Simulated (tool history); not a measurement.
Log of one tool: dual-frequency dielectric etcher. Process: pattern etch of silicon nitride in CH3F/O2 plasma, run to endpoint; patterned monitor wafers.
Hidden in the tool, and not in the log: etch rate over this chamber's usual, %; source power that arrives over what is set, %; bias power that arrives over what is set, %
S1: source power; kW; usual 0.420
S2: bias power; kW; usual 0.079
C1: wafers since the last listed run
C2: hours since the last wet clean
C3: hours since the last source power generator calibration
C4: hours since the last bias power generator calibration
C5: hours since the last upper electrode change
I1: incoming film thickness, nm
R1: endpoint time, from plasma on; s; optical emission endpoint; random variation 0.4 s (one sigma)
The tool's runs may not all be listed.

run,hour,S1,S2,C1,C2,C3,C4,C5,I1,R1
1,0.0,0.390,0.085,0,54.9,1225.6,1254.9,4887.0,60.8,65.9
2,45.4,0.460,0.079,190,100.3,1271.0,1300.3,4932.4,61.4,66.4
3,136.7,0.460,0.079,382,191.6,1362.3,1391.6,5023.7,60.9,66.2
4,202.0,0.460,0.079,273,256.9,1427.6,1456.9,5089.0,61.1,66.3
5,253.1,0.420,0.079,213,308.0,1478.7,1508.0,5140.1,61.1,68.5
6,298.5,0.420,0.079,190,353.4,1524.1,1553.4,5185.5,60.6,68.0
7,366.4,0.360,0.079,284,421.3,1592.0,1621.3,5253.4,61.1,72.5
# hour 464.4: wet clean of the chamber
8,464.9,0.360,0.079,311,0.5,1690.5,1719.8,5351.9,60.7,69.2
9,561.6,0.460,0.071,404,97.2,1787.2,1816.5,5448.6,61.4,69.8
10,660.0,0.340,0.079,412,195.6,1885.6,1914.9,5547.0,60.8,72.7
11,758.1,0.470,0.079,410,293.7,1983.7,2013.0,5645.1,61.0,66.7
12,855.2,0.330,0.071,406,390.8,2080.8,2110.1,5742.2,61.0,78.4
13,891.8,0.500,0.064,153,427.4,2117.4,2146.7,5778.8,60.5,72.7
# hour 901.8: bias power generator calibrated
# hour 932.7: source power generator calibrated
# hour 996.9: wet clean of the chamber
14,997.4,0.420,0.079,308,0.5,64.7,95.6,5884.4,60.9,66.4
# hour 1033.7: upper electrode replaced
15,1034.2,0.420,0.090,53,37.3,101.5,132.4,0.5,60.9,62.9
16,1072.5,0.420,0.079,160,75.6,139.8,170.7,38.8,61.5,67.7
17,1179.9,0.490,0.079,449,183.0,247.2,278.1,146.2,61.2,65.1
18,1227.9,0.350,0.085,201,231.0,295.2,326.1,194.2,61.0,69.7
19,1277.5,0.480,0.079,207,280.6,344.8,375.7,243.8,60.8,64.6
20,1361.9,0.390,0.065,353,365.0,429.2,460.1,328.2,61.4,76.8

The same runs without the tool's hidden state, with the same run-to-run variation:
run,R1
1,66.1
2,66.4
3,65.6
4,65.4
5,67.2
6,66.4
7,70.3
8,69.1
9,69.1
10,71.3
11,64.8
12,75.5
13,69.8
14,66.7
15,62.9
16,67.6
17,64.3
18,68.5
19,63.3
20,74.6
